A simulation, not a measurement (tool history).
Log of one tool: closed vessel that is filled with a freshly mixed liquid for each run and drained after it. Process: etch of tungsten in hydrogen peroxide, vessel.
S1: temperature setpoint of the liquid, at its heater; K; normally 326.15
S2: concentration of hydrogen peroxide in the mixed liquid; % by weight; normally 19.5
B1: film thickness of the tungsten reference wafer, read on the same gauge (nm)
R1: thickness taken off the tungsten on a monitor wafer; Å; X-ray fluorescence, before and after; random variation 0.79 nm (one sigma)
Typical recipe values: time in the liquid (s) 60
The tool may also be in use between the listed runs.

{"run": 1, "day": 0.0, "S1": 326.15, "S2": 19.5, "time in the liquid (s)": 60, "B1": 109.22, "R1": 1032.3}
{"run": 2, "day": 0.962, "S1": 326.15, "S2": 19.5, "time in the liquid (s)": 60, "B1": 109.18, "R1": 1015.6}
{"run": 3, "day": 1.796, "S1": 326.15, "S2": 19.5, "time in the liquid (s)": 60, "B1": 109.1, "R1": 1035.7}
{"run": 4, "day": 2.5, "S1": 326.15, "S2": 19.5, "time in the liquid (s)": 50, "B1": 109.08, "R1": 866.1}
{"run": 5, "day": 3.254, "S1": 326.15, "S2": 19.5, "time in the liquid (s)": 35, "B1": 109.03, "R1": 598.7}
{"run": 6, "day": 4.204, "S1": 326.15, "S2": 19.5, "time in the liquid (s)": 35, "B1": 108.95, "R1": 601.3}
{"run": 7, "day": 5.558, "S1": 326.15, "S2": 19.5, "time in the liquid (s)": 60, "B1": 108.83, "R1": 1025.8}
{"run": 8, "day": 6.638, "S1": 326.15, "S2": 19.5, "time in the liquid (s)": 60, "B1": 108.73, "R1": 1031.0}
{"run": 9, "day": 7.346, "S1": 326.15, "S2": 19.5, "time in the liquid (s)": 60, "B1": 108.7, "R1": 1032.5}
{"run": 10, "day": 8.312, "S1": 326.15, "S2": 19.5, "time in the liquid (s)": 60, "B1": 108.57, "R1": 1016.6}
{"run": 11, "day": 9.692, "S1": 326.15, "S2": 19.5, "time in the liquid (s)": 60, "B1": 108.39, "R1": 1034.0}
{"run": 12, "day": 10.512, "S1": 326.15, "S2": 19.5, "time in the liquid (s)": 60, "B1": 108.28, "R1": 1028.8}
{"day": 10.7, "done": "peroxide flow meter replaced"}
{"run": 13, "day": 11.204, "S1": 326.15, "S2": 19.5, "time in the liquid (s)": 60, "B1": 108.19, "R1": 1027.4}
{"run": 14, "day": 12.429, "S1": 326.15, "S2": 17.5, "time in the liquid (s)": 60, "B1": 108.09, "R1": 957.3}
{"run": 15, "day": 13.121, "S1": 326.15, "S2": 23.0, "time in the liquid (s)": 60, "B1": 107.91, "R1": 1103.0}
{"day": 13.767, "done": "new drum of peroxide connected"}
{"run": 16, "day": 17.346, "S1": 326.15, "S2": 19.5, "time in the liquid (s)": 40, "B1": 107.27, "R1": 680.8}
{"run": 17, "day": 18.062, "S1": 332.65, "S2": 24.0, "time in the liquid (s)": 85, "B1": 107.11, "R1": 2363.1}
{"day": 18.788, "done": "gauge calibrated"}
{"run": 18, "day": 19.075, "S1": 326.15, "S2": 19.5, "time in the liquid (s)": 60, "B1": 109.65, "R1": 1023.8}
{"run": 19, "day": 20.312, "S1": 326.15, "S2": 15.0, "time in the liquid (s)": 60, "B1": 109.66, "R1": 915.5}
{"run": 20, "day": 21.621, "S1": 335.65, "S2": 19.5, "time in the liquid (s)": 35, "B1": 109.62, "R1": 1064.4}
{"day": 22.125, "done": "thermometer replaced"}
{"run": 21, "day": 24.55, "S1": 326.15, "S2": 19.5, "time in the liquid (s)": 45, "B1": 109.52, "R1": 781.1}
{"run": 22, "day": 27.421, "S1": 326.15, "S2": 19.5, "time in the liquid (s)": 35, "B1": 109.36, "R1": 611.1}
{"run": 23, "day": 28.817, "S1": 326.15, "S2": 19.5, "time in the liquid (s)": 60, "B1": 109.28, "R1": 1027.9}
{"run": 24, "day": 29.638, "S1": 322.15, "S2": 13.5, "time in the liquid (s)": 75, "B1": 109.22, "R1": 851.1}
{"run": 25, "day": 30.462, "S1": 329.65, "S2": 15.0, "time in the liquid (s)": 40, "B1": 109.09, "R1": 737.6}
{"run": 26, "day": 31.267, "S1": 326.15, "S2": 15.5, "time in the liquid (s)": 60, "B1": 109.05, "R1": 923.4}

Run-by-run hidden state of the tool:
liquid colder than its thermometer reads (K): 0, the same for each run
peroxide flow below the setpoint (%): 0, the same for each run
peroxide weaker than its label (%): 0, the same for each run
H1: gauge reads high (%)
run=1 H1=-0.7
run=2 H1=-0.746
run=3 H1=-0.79
run=4 H1=-0.832
run=5 H1=-0.88
run=6 H1=-0.946
run=7 H1=-1.05
run=8 H1=-1.14
run=9 H1=-1.21
run=10 H1=-1.31
run=11 H1=-1.45
run=12 H1=-1.55
run=13 H1=-1.63
run=14 H1=-1.78
run=15 H1=-1.87
run=16 H1=-2.5
run=17 H1=-2.62
run=18 H1=-0.308
run=19 H1=-0.315
run=20 H1=-0.335
run=21 H1=-0.422
run=22 H1=-0.565
run=23 H1=-0.655
run=24 H1=-0.714
run=25 H1=-0.779
run=26 H1=-0.846

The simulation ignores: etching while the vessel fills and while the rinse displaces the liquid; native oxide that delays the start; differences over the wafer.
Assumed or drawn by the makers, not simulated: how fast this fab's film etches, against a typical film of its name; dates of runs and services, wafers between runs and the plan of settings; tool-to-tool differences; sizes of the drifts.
